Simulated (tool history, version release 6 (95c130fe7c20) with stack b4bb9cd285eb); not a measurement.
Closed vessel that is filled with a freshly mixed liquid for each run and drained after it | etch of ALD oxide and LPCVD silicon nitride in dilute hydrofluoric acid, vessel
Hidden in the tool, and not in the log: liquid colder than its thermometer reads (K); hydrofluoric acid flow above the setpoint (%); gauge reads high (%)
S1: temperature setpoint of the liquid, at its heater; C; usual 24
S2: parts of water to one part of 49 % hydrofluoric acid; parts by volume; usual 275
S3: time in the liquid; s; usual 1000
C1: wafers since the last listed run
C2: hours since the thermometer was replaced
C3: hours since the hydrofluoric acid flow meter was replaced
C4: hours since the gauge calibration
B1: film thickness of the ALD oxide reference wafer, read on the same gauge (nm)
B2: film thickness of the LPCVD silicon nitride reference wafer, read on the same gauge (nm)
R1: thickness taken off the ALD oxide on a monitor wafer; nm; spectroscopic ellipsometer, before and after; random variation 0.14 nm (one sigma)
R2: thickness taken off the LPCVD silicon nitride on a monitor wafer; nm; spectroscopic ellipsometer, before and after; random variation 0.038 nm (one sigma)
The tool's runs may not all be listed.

{"run": 1, "hour": 0.0, "S1": 27.5, "S2": 275, "S3": 1000, "C1": 0, "C2": 2319.7, "C3": 2196.8, "C4": 411.1, "B1": 50.03, "B2": 89.965, "R1": 53.18, "R2": 2.012}
{"run": 2, "hour": 6.2, "S1": 24, "S2": 345, "S3": 1000, "C1": 344, "C2": 2325.9, "C3": 2203, "C4": 417.3, "B1": 50, "B2": 90.003, "R1": 35.15, "R2": 1.343}
{"run": 3, "hour": 13.2, "S1": 24, "S2": 345, "S3": 1000, "C1": 388, "C2": 2332.9, "C3": 2210, "C4": 424.3, "B1": 49.98, "B2": 90.005, "R1": 35.44, "R2": 1.33}
{"run": 4, "hour": 20.5, "S1": 24, "S2": 345, "S3": 1000, "C1": 405, "C2": 2340.2, "C3": 2217.3, "C4": 431.6, "B1": 50.03, "B2": 90.039, "R1": 35.54, "R2": 1.257}
{"hour": 29.5, "done": "hydrofluoric acid flow meter replaced"}
{"run": 5, "hour": 36.4, "S1": 24, "S2": 275, "S3": 1235, "C1": 827, "C2": 2356.1, "C3": 6.9, "C4": 447.5, "B1": 50.01, "B2": 89.981, "R1": 50.05, "R2": 1.818}
{"hour": 43.8, "done": "gauge calibrated"}
{"run": 6, "hour": 45.5, "S1": 24, "S2": 275, "S3": 1235, "C1": 505, "C2": 2365.2, "C3": 16, "C4": 1.7, "B1": 49.98, "B2": 90.016, "R1": 50.14, "R2": 1.718}
{"run": 7, "hour": 52.5, "S1": 24, "S2": 275, "S3": 1000, "C1": 388, "C2": 2372.2, "C3": 23, "C4": 8.7, "B1": 49.97, "B2": 90.007, "R1": 40.43, "R2": 1.474}
{"run": 8, "hour": 67.1, "S1": 24, "S2": 275, "S3": 1000, "C1": 811, "C2": 2386.8, "C3": 37.6, "C4": 23.3, "B1": 50.01, "B2": 89.971, "R1": 40.48, "R2": 1.445}
{"run": 9, "hour": 79.9, "S1": 24, "S2": 275, "S3": 1000, "C1": 711, "C2": 2399.6, "C3": 50.4, "C4": 36.1, "B1": 49.99, "B2": 90, "R1": 40.59, "R2": 1.443}
{"run": 10, "hour": 89.9, "S1": 24, "S2": 275, "S3": 1000, "C1": 555, "C2": 2409.6, "C3": 60.4, "C4": 46.1, "B1": 50, "B2": 90.016, "R1": 40.71, "R2": 1.448}
{"run": 11, "hour": 100.2, "S1": 22, "S2": 400, "S3": 755, "C1": 572, "C2": 2419.9, "C3": 70.7, "C4": 56.4, "B1": 49.98, "B2": 89.976, "R1": 17.62, "R2": 0.677}
{"run": 12, "hour": 108.9, "S1": 24, "S2": 390, "S3": 1275, "C1": 483, "C2": 2428.6, "C3": 79.4, "C4": 65.1, "B1": 50.04, "B2": 90.036, "R1": 33.22, "R2": 1.297}
{"run": 13, "hour": 125.9, "S1": 24, "S2": 275, "S3": 835, "C1": 944, "C2": 2445.6, "C3": 96.4, "C4": 82.1, "B1": 50, "B2": 90.028, "R1": 33.95, "R2": 1.226}
{"run": 14, "hour": 137.4, "S1": 24, "S2": 275, "S3": 1000, "C1": 638, "C2": 2457.1, "C3": 107.9, "C4": 93.6, "B1": 49.99, "B2": 89.947, "R1": 40.67, "R2": 1.461}
{"run": 15, "hour": 148.7, "S1": 24, "S2": 275, "S3": 1000, "C1": 627, "C2": 2468.4, "C3": 119.2, "C4": 104.9, "B1": 50.03, "B2": 89.998, "R1": 40.75, "R2": 1.441}
{"run": 16, "hour": 160.1, "S1": 21, "S2": 340, "S3": 1000, "C1": 633, "C2": 2479.8, "C3": 130.6, "C4": 116.3, "B1": 50, "B2": 90.018, "R1": 27.86, "R2": 0.97}
{"run": 17, "hour": 171.6, "S1": 26, "S2": 375, "S3": 425, "C1": 638, "C2": 2491.3, "C3": 142.1, "C4": 127.8, "B1": 50.02, "B2": 90.03, "R1": 12.44, "R2": 0.512}
{"run": 18, "hour": 185.0, "S1": 24, "S2": 240, "S3": 1000, "C1": 744, "C2": 2504.7, "C3": 155.5, "C4": 141.2, "B1": 49.98, "B2": 89.979, "R1": 48.37, "R2": 1.663}
{"hour": 189.1, "done": "thermometer replaced"}
{"run": 19, "hour": 194.1, "S1": 21, "S2": 275, "S3": 1000, "C1": 449, "C2": 5, "C3": 164.6, "C4": 150.3, "B1": 50, "B2": 89.992, "R1": 40.06, "R2": 1.427}
{"run": 20, "hour": 202.8, "S1": 24, "S2": 140, "S3": 1585, "C1": 483, "C2": 13.7, "C3": 173.3, "C4": 159, "B1": 50.02, "B2": 90.005, "R1": 160.58, "R2": 5.2}
{"run": 21, "hour": 219.4, "S1": 21, "S2": 325, "S3": 1000, "C1": 922, "C2": 30.3, "C3": 189.9, "C4": 175.6, "B1": 50, "B2": 89.999, "R1": 32.55, "R2": 1.227}
{"run": 22, "hour": 225.9, "S1": 24, "S2": 390, "S3": 1000, "C1": 361, "C2": 36.8, "C3": 196.4, "C4": 182.1, "B1": 50.02, "B2": 89.988, "R1": 28.53, "R2": 1.19}
{"run": 23, "hour": 238.2, "S1": 28, "S2": 160, "S3": 800, "C1": 683, "C2": 49.1, "C3": 208.7, "C4": 194.4, "B1": 50, "B2": 90.021, "R1": 80.12, "R2": 3.08}
{"run": 24, "hour": 255.0, "S1": 24, "S2": 275, "S3": 1000, "C1": 933, "C2": 65.9, "C3": 225.5, "C4": 211.2, "B1": 49.99, "B2": 89.984, "R1": 44.84, "R2": 1.67}
{"run": 25, "hour": 271.8, "S1": 24, "S2": 275, "S3": 1425, "C1": 933, "C2": 82.7, "C3": 242.3, "C4": 228, "B1": 49.99, "B2": 89.969, "R1": 63.84, "R2": 2.372}
{"run": 26, "hour": 285.1, "S1": 24, "S2": 360, "S3": 1415, "C1": 738, "C2": 96, "C3": 255.6, "C4": 241.3, "B1": 50, "B2": 90.001, "R1": 45.01, "R2": 1.817}

Forecast each of these 4 alternatives for the next run:
{"run": "A", "hour": 286.0, "S1": 27, "S2": 275, "S3": 1000, "C1": 49, "C2": 96.9, "C3": 256.5, "C4": 242.2, "B1": "?", "B2": "?", "R1": "?", "R2": "?"}
{"run": "B", "hour": 286.0, "S1": 26, "S2": 375, "S3": 1000, "C1": 49, "C2": 96.9, "C3": 256.5, "C4": 242.2, "B1": "?", "B2": "?", "R1": "?", "R2": "?"}
{"run": "C", "hour": 286.0, "S1": 24, "S2": 215, "S3": 1000, "C1": 49, "C2": 96.9, "C3": 256.5, "C4": 242.2, "B1": "?", "B2": "?", "R1": "?", "R2": "?"}
{"run": "D", "hour": 286.0, "S1": 24, "S2": 380, "S3": 405, "C1": 49, "C2": 96.9, "C3": 256.5, "C4": 242.2, "B1": "?", "B2": "?", "R1": "?", "R2": "?"}

run=A B1=50.02 B2=89.994 R1=49.82 R2=2.028
run=B B1=50.02 B2=89.994 R1=32.05 R2=1.4
run=C B1=50.02 B2=89.994 R1=60.91 R2=2.154
run=D B1=50.02 B2=89.994 R1=11.93 R2=0.497
Without the tool's hidden state the same runs would have given:
run=A R1=48.45 R2=2.007
run=B R1=31.1 R2=1.384
run=C R1=59.41 R2=2.135
run=D R1=11.58 R2=0.492

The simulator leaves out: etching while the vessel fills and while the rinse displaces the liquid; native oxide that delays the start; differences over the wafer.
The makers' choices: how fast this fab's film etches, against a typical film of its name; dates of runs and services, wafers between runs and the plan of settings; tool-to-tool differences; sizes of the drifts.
